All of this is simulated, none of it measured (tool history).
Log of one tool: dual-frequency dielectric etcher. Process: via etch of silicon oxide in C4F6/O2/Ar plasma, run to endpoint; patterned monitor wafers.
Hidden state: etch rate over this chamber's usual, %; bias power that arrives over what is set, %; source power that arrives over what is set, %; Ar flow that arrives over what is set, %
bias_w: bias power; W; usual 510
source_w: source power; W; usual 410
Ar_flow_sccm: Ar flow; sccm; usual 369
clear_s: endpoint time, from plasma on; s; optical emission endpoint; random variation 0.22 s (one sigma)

run    hour  bias_w  source_w  Ar_flow_sccm  wafers since the last listed run  hours since the last wet clean  hours since the last bias power generator calibration  hours since the last source power generator calibration  hours since the last Ar flow controller change  hours since the last upper electrode change  incoming incoming film thickness, nm  clear_s
  1     0.0     510       490           334                                 0                           193.5                                                 3713.6                                                    156.3                                          3284.8                                       3066.0                                 126.3     26.5
  2    39.5     510       410           369                               537                           233.0                                                 3753.1                                                    195.8                                          3324.3                                       3105.5                                 126.5     28.6
       94.0  -- Ar flow controller replaced
  3    96.0     510       410           369                               687                           289.5                                                 3809.6                                                    252.3                                             2.0                                       3162.0                                 126.3     28.7
  4   178.4     510       410           369                              1121                           371.9                                                 3892.0                                                    334.7                                            84.4                                       3244.4                                 124.7     28.4
  5   233.0     510       410           369                               743                           426.5                                                 3946.6                                                    389.3                                           139.0                                       3299.0                                 126.3     28.6
      272.1  -- bias power generator calibrated
  6   311.7     510       380           369                              1016                           505.2                                                   39.6                                                    468.0                                           217.7                                       3377.7                                 124.4     28.9
      348.5  -- upper electrode replaced, of another model than before
  7   355.1     510       450           369                               264                           548.6                                                   83.0                                                    511.4                                           261.1                                          6.6                                 126.3     28.3
  8   391.3     510       410           369                               492                           584.8                                                  119.2                                                    547.6                                           297.3                                         42.8                                 125.1     28.7
  9   495.7     510       410           369                              1421                           689.2                                                  223.6                                                    652.0                                           401.7                                        147.2                                 126.6     29.3
      549.7  -- wet clean of the chamber
 10   600.5     594       490           423                              1099                            50.8                                                  328.4                                                    756.8                                           506.5                                        252.0                                 125.8     26.9
 11   705.2     510       410           369                              1425                           155.5                                                  433.1                                                    861.5                                           611.2                                        356.7                                 125.5     28.1
 12   809.1     510       410           409                              1414                           259.4                                                  537.0                                                    965.4                                           715.1                                        460.6                                 126.5     29.2
 13   868.4     432       490           369                               807                           318.7                                                  596.3                                                   1024.7                                           774.4                                        519.9                                 127.1     28.8
 14   922.1     510       410           369                               730                           372.4                                                  650.0                                                   1078.4                                           828.1                                        573.6                                 127.1     29.1
 15   996.2     622       450           329                              1008                           446.5                                                  724.1                                                   1152.5                                           902.2                                        647.7                                 127.0     27.1
 16  1068.2     510       470           369                               980                           518.5                                                  796.1                                                   1224.5                                           974.2                                        719.7                                 125.3     28.3
     1234.7  -- wet clean of the chamber
 17  1255.9     616       350           401                              2228                            21.2                                                  983.8                                                   1412.2                                          1161.9                                        907.4                                 125.7     27.4
 18  1308.4     450       310           331                               714                            73.7                                                 1036.3                                                   1464.7                                          1214.4                                        959.9                                 125.8     29.9
 19  1347.4     510       410           369                               530                           112.7                                                 1075.3                                                   1503.7                                          1253.4                                        998.9                                 127.4     28.2
 20  1423.6     449       500           396                              1037                           188.9                                                 1151.5                                                   1579.9                                          1329.6                                       1075.1                                 127.2     28.7
     1443.3  -- source power generator calibrated
 21  1513.1     606       310           442                              1163                           278.4                                                 1241.0                                                     69.8                                          1419.1                                       1164.6                                 125.6     29.4
 22  1619.8     449       500           396                              1452                           385.1                                                 1347.7                                                    176.5                                          1525.8                                       1271.3                                 125.7     28.8
 23  1683.5     510       410           369                               867                           448.8                                                 1411.4                                                    240.2                                          1589.5                                       1335.0                                 126.3     28.5
 24  1733.6     449       500           396                               681                           498.9                                                 1461.5                                                    290.3                                          1639.6                                       1385.1                                 125.8     29.1
 25  1773.9     608       410           369                               548                           539.2                                                 1501.8                                                    330.6                                          1679.9                                       1425.4                                 125.8     28.2
     1836.2  -- wet clean of the chamber
 26  1858.5     510       410           369                               824                            22.3                                                 1586.4                                                    415.2                                          1764.5                                       1510.0                                 125.6     28.4
 27  1920.7     510       370           369                               846                            84.5                                                 1648.6                                                    477.4                                          1826.7                                       1572.2                                 125.9     28.8
 28  1979.9     510       410           369                               805                           143.7                                                 1707.8                                                    536.6                                          1885.9                                       1631.4                                 125.7     28.3
 29  2052.9     402       410           369                               993                           216.7                                                 1780.8                                                    609.6                                          1958.9                                       1704.4                                 124.0     29.2

Forecast each of these 4 alternatives for the next run:
  A  2053.3     510       410           369                                 5                           217.1                                                 1781.2                                                    610.0                                          1959.3                                       1704.8                                 126.7        ?
  B  2053.3     467       480           460                                 5                           217.1                                                 1781.2                                                    610.0                                          1959.3                                       1704.8                                 126.7        ?
  C  2053.3     620       440           343                                 5                           217.1                                                 1781.2                                                    610.0                                          1959.3                                       1704.8                                 126.7        ?
  D  2053.3     510       480           421                                 5                           217.1                                                 1781.2                                                    610.0                                          1959.3                                       1704.8                                 126.7        ?

run  clear_s
  A     28.8
  B     29.3
  C     27.0
  D     28.5
Without the tool's hidden state the same runs would have given:
run  clear_s
  A     28.2
  B     28.8
  C     26.5
  D     28.0
